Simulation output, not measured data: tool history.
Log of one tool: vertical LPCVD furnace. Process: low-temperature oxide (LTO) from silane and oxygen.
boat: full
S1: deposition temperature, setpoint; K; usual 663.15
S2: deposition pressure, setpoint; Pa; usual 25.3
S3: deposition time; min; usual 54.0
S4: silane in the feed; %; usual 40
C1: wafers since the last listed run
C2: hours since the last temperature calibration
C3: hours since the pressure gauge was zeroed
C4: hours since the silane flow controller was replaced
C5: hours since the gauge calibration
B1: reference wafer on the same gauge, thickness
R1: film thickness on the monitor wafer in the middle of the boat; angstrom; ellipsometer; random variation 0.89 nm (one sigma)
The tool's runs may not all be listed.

{"run": 1, "hour": 0.0, "S1": 663.15, "S2": 25.3, "S3": 54.0, "S4": 40, "C1": 0, "C2": 4029.7, "C3": 2955.5, "C4": 6367.8, "C5": 505.1, "B1": 385.97, "R1": 3588.7}
{"run": 2, "hour": 94.5, "S1": 663.15, "S2": 25.3, "S3": 54.0, "S4": 40, "C1": 1531, "C2": 4124.2, "C3": 3050.0, "C4": 6462.3, "C5": 599.6, "B1": 386.4, "R1": 3563.1}
{"run": 3, "hour": 171.8, "S1": 663.15, "S2": 25.3, "S3": 54.0, "S4": 40, "C1": 1252, "C2": 4201.5, "C3": 3127.3, "C4": 6539.6, "C5": 676.9, "B1": 385.68, "R1": 3575.6}
{"run": 4, "hour": 256.0, "S1": 663.15, "S2": 25.3, "S3": 54.0, "S4": 40, "C1": 1364, "C2": 4285.7, "C3": 3211.5, "C4": 6623.8, "C5": 761.1, "B1": 385.98, "R1": 3575.5}
{"run": 5, "hour": 336.9, "S1": 663.15, "S2": 25.3, "S3": 54.0, "S4": 40, "C1": 1311, "C2": 4366.6, "C3": 3292.4, "C4": 6704.7, "C5": 842.0, "B1": 385.98, "R1": 3581.3}
{"run": 6, "hour": 392.2, "S1": 663.15, "S2": 25.3, "S3": 54.0, "S4": 40, "C1": 896, "C2": 4421.9, "C3": 3347.7, "C4": 6760.0, "C5": 897.3, "B1": 385.96, "R1": 3568.7}
{"run": 7, "hour": 471.0, "S1": 663.15, "S2": 25.3, "S3": 54.0, "S4": 40, "C1": 1277, "C2": 4500.7, "C3": 3426.5, "C4": 6838.8, "C5": 976.1, "B1": 385.79, "R1": 3575.3}
{"run": 8, "hour": 523.1, "S1": 663.15, "S2": 25.3, "S3": 54.0, "S4": 40, "C1": 844, "C2": 4552.8, "C3": 3478.6, "C4": 6890.9, "C5": 1028.2, "B1": 386.11, "R1": 3550.6}
{"hour": 568.9, "done": "thermocouples replaced and temperature profile calibrated"}
{"hour": 589.4, "done": "silane flow controller replaced"}
{"hour": 686.8, "done": "pressure gauge zeroed"}
{"run": 9, "hour": 687.7, "S1": 663.15, "S2": 30.7, "S3": 54.0, "S4": 40, "C1": 1556, "C2": 118.8, "C3": 0.9, "C4": 98.3, "C5": 1192.8, "B1": 385.91, "R1": 4434.1}
{"hour": 731.9, "done": "gauge calibrated"}
{"run": 10, "hour": 769.6, "S1": 663.15, "S2": 30.0, "S3": 54.0, "S4": 40, "C1": 1327, "C2": 200.7, "C3": 82.8, "C4": 180.2, "C5": 37.7, "B1": 386.12, "R1": 4337.9}
{"run": 11, "hour": 826.4, "S1": 655.15, "S2": 25.3, "S3": 38.5, "S4": 40, "C1": 920, "C2": 257.5, "C3": 139.6, "C4": 237.0, "C5": 94.5, "B1": 385.82, "R1": 2375.0}
{"run": 12, "hour": 932.5, "S1": 663.15, "S2": 25.3, "S3": 68.0, "S4": 45, "C1": 1719, "C2": 363.6, "C3": 245.7, "C4": 343.1, "C5": 200.6, "B1": 385.85, "R1": 5301.8}
{"run": 13, "hour": 970.9, "S1": 674.15, "S2": 19.3, "S3": 54.0, "S4": 40, "C1": 622, "C2": 402.0, "C3": 284.1, "C4": 381.5, "C5": 239.0, "B1": 385.75, "R1": 3177.0}
{"run": 14, "hour": 1046.3, "S1": 663.15, "S2": 22.7, "S3": 34.0, "S4": 36, "C1": 1221, "C2": 477.4, "C3": 359.5, "C4": 456.9, "C5": 314.4, "B1": 386.01, "R1": 1814.9}
{"run": 15, "hour": 1115.3, "S1": 663.15, "S2": 25.3, "S3": 54.0, "S4": 40, "C1": 1118, "C2": 546.4, "C3": 428.5, "C4": 525.9, "C5": 383.4, "B1": 386.15, "R1": 3685.8}

3 ways to go on from here, each from the tool as it stands after run 15. What would each give?
{"run": "A", "hour": 1119.1, "S1": 659.15, "S2": 25.3, "S3": 54.0, "S4": 40, "C1": 61, "C2": 550.2, "C3": 432.3, "C4": 529.7, "C5": 387.2, "B1": "?", "R1": "?"}
{"run": "B", "hour": 1119.1, "S1": 663.15, "S2": 25.3, "S3": 62.0, "S4": 35, "C1": 61, "C2": 550.2, "C3": 432.3, "C4": 529.7, "C5": 387.2, "B1": "?", "R1": "?"}
{"run": "C", "hour": 1119.1, "S1": 663.15, "S2": 25.3, "S3": 41.5, "S4": 40, "C1": 61, "C2": 550.2, "C3": 432.3, "C4": 529.7, "C5": 387.2, "B1": "?", "R1": "?"}

run=A B1=386.44 R1=3527.4
run=B B1=386.44 R1=3572.1
run=C B1=386.44 R1=2838.1
Without the tool's hidden state the same runs would have given:
run=A R1=3429.3
run=B R1=3467.0
run=C R1=2760.3
